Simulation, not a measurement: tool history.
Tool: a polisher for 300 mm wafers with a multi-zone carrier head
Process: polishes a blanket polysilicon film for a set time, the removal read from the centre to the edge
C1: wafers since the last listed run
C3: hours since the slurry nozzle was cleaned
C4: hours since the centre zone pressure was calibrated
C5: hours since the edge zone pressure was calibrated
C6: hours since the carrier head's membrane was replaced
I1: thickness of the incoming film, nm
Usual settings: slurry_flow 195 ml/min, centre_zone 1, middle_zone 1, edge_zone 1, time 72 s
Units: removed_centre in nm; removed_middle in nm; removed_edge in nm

run 1 hour=0 | slurry_flow=195 centre_zone=1 middle_zone=1 edge_zone=1 time=72 | C1=0 wafers_polished_on_this_pad=83 C3=310.9 C4=213.9 C5=1500.1 C6=1018.7 | I1=2006 | removed_centre=716.3 removed_middle=723.9 removed_edge=678.8
run 2 hour=16.2 | slurry_flow=195 centre_zone=1.07 middle_zone=1 edge_zone=1 time=72 | C1=112 wafers_polished_on_this_pad=195 C3=327.1 C4=230.1 C5=1516.3 C6=1034.9 | I1=2027.8 | removed_centre=776.4 removed_middle=718.7 removed_edge=687
-- hour=18.3 slurry nozzle cleaned
run 3 hour=23.1 | slurry_flow=195 centre_zone=1.07 middle_zone=1 edge_zone=1 time=72 | C1=40 wafers_polished_on_this_pad=236 C3=4.8 C4=237 C5=1523.2 C6=1041.8 | I1=2029.9 | removed_centre=788.9 removed_middle=726.6 removed_edge=665.1
run 4 hour=39.8 | slurry_flow=195 centre_zone=1 middle_zone=1 edge_zone=1 time=72 | C1=115 wafers_polished_on_this_pad=352 C3=21.5 C4=253.7 C5=1539.9 C6=1058.5 | I1=2046.5 | removed_centre=745.1 removed_middle=718.3 removed_edge=683.3
run 5 hour=46 | slurry_flow=195 centre_zone=0.92 middle_zone=1 edge_zone=1.09 time=72 | C1=42 wafers_polished_on_this_pad=394 C3=27.7 C4=259.9 C5=1546.1 C6=1064.7 | I1=2015.1 | removed_centre=686.8 removed_middle=710.8 removed_edge=714.9
-- hour=57.3 carrier head's membrane replaced by a new one
run 6 hour=57.7 | slurry_flow=140 centre_zone=1 middle_zone=1 edge_zone=1 time=50 | C1=46 wafers_polished_on_this_pad=441 C3=39.4 C4=271.6 C5=1557.8 C6=0.4 | I1=2036.4 | removed_centre=502.6 removed_middle=482.4 removed_edge=470
-- hour=67 edge zone pressure recalibrated
run 7 hour=73 | slurry_flow=195 centre_zone=1 middle_zone=1 edge_zone=1 time=72 | C1=91 wafers_polished_on_this_pad=533 C3=54.7 C4=286.9 C5=6 C6=15.7 | I1=1986.1 | removed_centre=732.4 removed_middle=722.5 removed_edge=674.2
run 8 hour=90.7 | slurry_flow=195 centre_zone=1 middle_zone=1 edge_zone=1 time=72 | C1=122 wafers_polished_on_this_pad=655 C3=72.4 C4=304.6 C5=23.7 C6=33.4 | I1=2031.6 | removed_centre=743.5 removed_middle=717.8 removed_edge=689.7
run 9 hour=99.3 | slurry_flow=195 centre_zone=0.95 middle_zone=1 edge_zone=1 time=72 | C1=59 wafers_polished_on_this_pad=715 C3=81 C4=313.2 C5=32.3 C6=42 | I1=2027.3 | removed_centre=722.2 removed_middle=711 removed_edge=689.5
-- hour=103.8 worn pad replaced by a new one
-- hour=110.3 centre zone pressure recalibrated
run 10 hour=110.8 | slurry_flow=160 centre_zone=1 middle_zone=1.08 edge_zone=1 time=50 | C1=38 wafers_polished_on_this_pad=34 C3=92.5 C4=0.5 C5=43.8 C6=53.5 | I1=2012.2 | removed_centre=468.7 removed_middle=523.5 removed_edge=470
run 11 hour=117.1 | slurry_flow=145 centre_zone=1 middle_zone=1 edge_zone=1 time=72 | C1=43 wafers_polished_on_this_pad=78 C3=98.8 C4=6.8 C5=50.1 C6=59.8 | I1=2000.1 | removed_centre=670.5 removed_middle=703 removed_edge=678.5
run 12 hour=131.4 | slurry_flow=130 centre_zone=1.1 middle_zone=1.11 edge_zone=1 time=79 | C1=98 wafers_polished_on_this_pad=176 C3=113.1 C4=21.1 C5=64.4 C6=74.1 | I1=2007.9 | removed_centre=810.1 removed_middle=829.9 removed_edge=717.4
run 13 hour=141.1 | slurry_flow=195 centre_zone=0.95 middle_zone=1.09 edge_zone=1 time=72 | C1=67 wafers_polished_on_this_pad=243 C3=122.8 C4=30.8 C5=74.1 C6=83.8 | I1=2012.9 | removed_centre=662 removed_middle=757 removed_edge=686.5
run 14 hour=183.7 | slurry_flow=155 centre_zone=1 middle_zone=0.94 edge_zone=1 time=72 | C1=294 wafers_polished_on_this_pad=538 C3=165.4 C4=73.4 C5=116.7 C6=126.4 | I1=2022.5 | removed_centre=685.2 removed_middle=667.2 removed_edge=674.3
run 15 hour=199 | slurry_flow=195 centre_zone=1.11 middle_zone=1 edge_zone=1 time=72 | C1=105 wafers_polished_on_this_pad=644 C3=180.7 C4=88.7 C5=132 C6=141.7 | I1=2027.1 | removed_centre=786 removed_middle=710.6 removed_edge=692.8
run 16 hour=210.9 | slurry_flow=195 centre_zone=1 middle_zone=1 edge_zone=1 time=72 | C1=82 wafers_polished_on_this_pad=726 C3=192.6 C4=100.6 C5=143.9 C6=153.6 | I1=2032.9 | removed_centre=706.9 removed_middle=713 removed_edge=687.5
run 17 hour=217.9 | slurry_flow=195 centre_zone=1 middle_zone=1 edge_zone=1 time=72 | C1=48 wafers_polished_on_this_pad=774 C3=199.6 C4=107.6 C5=150.9 C6=160.6 | I1=2050.7 | removed_centre=695.9 removed_middle=718.6 removed_edge=682.3
-- hour=235.7 worn pad replaced by a new one
run 18 hour=236.2 | slurry_flow=195 centre_zone=0.9 middle_zone=1 edge_zone=1 time=72 | C1=98 wafers_polished_on_this_pad=3 C3=217.9 C4=125.9 C5=169.2 C6=178.9 | I1=2039.6 | removed_centre=628.8 removed_middle=713.4 removed_edge=683.2
run 19 hour=242 | slurry_flow=195 centre_zone=1 middle_zone=1 edge_zone=1 time=72 | C1=40 wafers_polished_on_this_pad=43 C3=223.7 C4=131.7 C5=175 C6=184.7 | I1=2031.5 | removed_centre=694.1 removed_middle=715.7 removed_edge=686
run 20 hour=251.9 | slurry_flow=250 centre_zone=1 middle_zone=1 edge_zone=0.9 time=72 | C1=68 wafers_polished_on_this_pad=111 C3=233.6 C4=141.6 C5=184.9 C6=194.6 | I1=2023.3 | removed_centre=726.4 removed_middle=722.7 removed_edge=676.4

Forecast run 21:
run 21 hour=263.2 | slurry_flow=195 centre_zone=0.91 middle_zone=1 edge_zone=1 time=93 | C1=78 wafers_polished_on_this_pad=189 C3=244.9 C4=152.9 C5=196.2 C6=205.9 | I1=2039.6 | removed_centre=? removed_middle=? removed_edge=?

{"run 21": {"removed_centre": 829.4, "removed_middle": 933.9, "removed_edge": 888.2}}
Without the tool's hidden state the same run would have given removed_centre 824.2 nm, removed_middle 933.9 nm, removed_edge 888.2 nm.
